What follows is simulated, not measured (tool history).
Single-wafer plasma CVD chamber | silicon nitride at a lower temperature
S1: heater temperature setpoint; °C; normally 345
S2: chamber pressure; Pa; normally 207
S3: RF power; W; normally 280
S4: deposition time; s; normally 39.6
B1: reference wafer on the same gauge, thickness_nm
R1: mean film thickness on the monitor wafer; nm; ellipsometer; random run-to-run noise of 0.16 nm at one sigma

run 1 day=0.000 | S1=345 S2=207 S3=280 S4=39.6 | B1=43.653 | R1=45.002
-- day=2.596 capacitance manometer re-zeroed and calibrated
run 2 day=4.396 | S1=338 S2=207 S3=280 S4=39.6 | B1=43.817 | R1=45.404
-- day=7.938 showerhead replaced
run 3 day=8.179 | S1=345 S2=207 S3=280 S4=39.6 | B1=43.828 | R1=45.302
run 4 day=11.617 | S1=338 S2=156 S3=280 S4=35.3 | B1=43.886 | R1=37.235
run 5 day=13.500 | S1=345 S2=207 S3=280 S4=36.2 | B1=43.967 | R1=41.406
run 6 day=16.108 | S1=345 S2=245 S3=280 S4=46.6 | B1=44.014 | R1=56.271
-- day=18.238 thermocouple changed; heater temperature recalibrated
run 7 day=19.146 | S1=335 S2=249 S3=280 S4=39.6 | B1=44.011 | R1=47.938
run 8 day=22.904 | S1=345 S2=207 S3=280 S4=39.6 | B1=44.104 | R1=45.503
run 9 day=35.088 | S1=345 S2=207 S3=280 S4=42.9 | B1=44.418 | R1=49.221
run 10 day=39.242 | S1=345 S2=207 S3=280 S4=39.6 | B1=44.387 | R1=45.798
run 11 day=41.354 | S1=345 S2=207 S3=280 S4=39.6 | B1=44.455 | R1=45.822
run 12 day=44.638 | S1=345 S2=169 S3=280 S4=44.3 | B1=44.397 | R1=48.096
run 13 day=46.538 | S1=345 S2=207 S3=280 S4=39.6 | B1=44.557 | R1=45.770
run 14 day=50.979 | S1=358 S2=207 S3=260 S4=32.6 | B1=44.545 | R1=36.057
-- day=51.446 RF generator calibrated
-- day=51.612 gauge calibrated
run 15 day=53.217 | S1=345 S2=207 S3=255 S4=39.6 | B1=42.619 | R1=41.305
run 16 day=54.888 | S1=345 S2=183 S3=265 S4=32.9 | B1=42.618 | R1=33.910
run 17 day=56.954 | S1=345 S2=207 S3=280 S4=35.8 | B1=42.644 | R1=39.603
run 18 day=60.067 | S1=345 S2=207 S3=280 S4=39.6 | B1=42.709 | R1=44.127
run 19 day=63.971 | S1=335 S2=176 S3=250 S4=44.3 | B1=42.791 | R1=44.108
run 20 day=67.838 | S1=345 S2=185 S3=280 S4=32.1 | B1=42.862 | R1=34.580
run 21 day=71.654 | S1=345 S2=207 S3=280 S4=39.6 | B1=42.964 | R1=44.429
-- day=72.446 capacitance manometer re-zeroed and calibrated
run 22 day=74.146 | S1=345 S2=172 S3=280 S4=43.0 | B1=43.067 | R1=45.189
run 23 day=75.929 | S1=345 S2=207 S3=280 S4=39.6 | B1=43.004 | R1=44.131
run 24 day=78.192 | S1=332 S2=167 S3=305 S4=32.7 | B1=43.035 | R1=36.380
-- day=79.871 thermocouple changed; heater temperature recalibrated
run 25 day=81.121 | S1=340 S2=257 S3=265 S4=45.8 | B1=43.058 | R1=53.144
run 26 day=84.812 | S1=331 S2=207 S3=260 S4=33.6 | B1=43.121 | R1=36.281
run 27 day=87.617 | S1=351 S2=159 S3=310 S4=44.1 | B1=43.204 | R1=48.638
run 28 day=91.492 | S1=345 S2=207 S3=280 S4=39.6 | B1=43.365 | R1=44.470

State the hidden condition of the tool at each of the runs:
wafer temperature above the value expected at the setpoint (K): 0 at every run
delivered RF power above the setpoint (%): 0 at every run
true pressure above the setpoint (%): 0 at every run
H1: gauge reads high (%)
run=1 H1=2.6
run=2 H1=2.79
run=3 H1=2.95
run=4 H1=3.09
run=5 H1=3.17
run=6 H1=3.28
run=7 H1=3.4
run=8 H1=3.56
run=9 H1=4.07
run=10 H1=4.24
run=11 H1=4.33
run=12 H1=4.47
run=13 H1=4.55
run=14 H1=4.73
run=15 H1=-0.00346
run=16 H1=0.0663
run=17 H1=0.153
run=18 H1=0.283
run=19 H1=0.446
run=20 H1=0.607
run=21 H1=0.767
run=22 H1=0.871
run=23 H1=0.945
run=24 H1=1.04
run=25 H1=1.16
run=26 H1=1.32
run=27 H1=1.43
run=28 H1=1.6
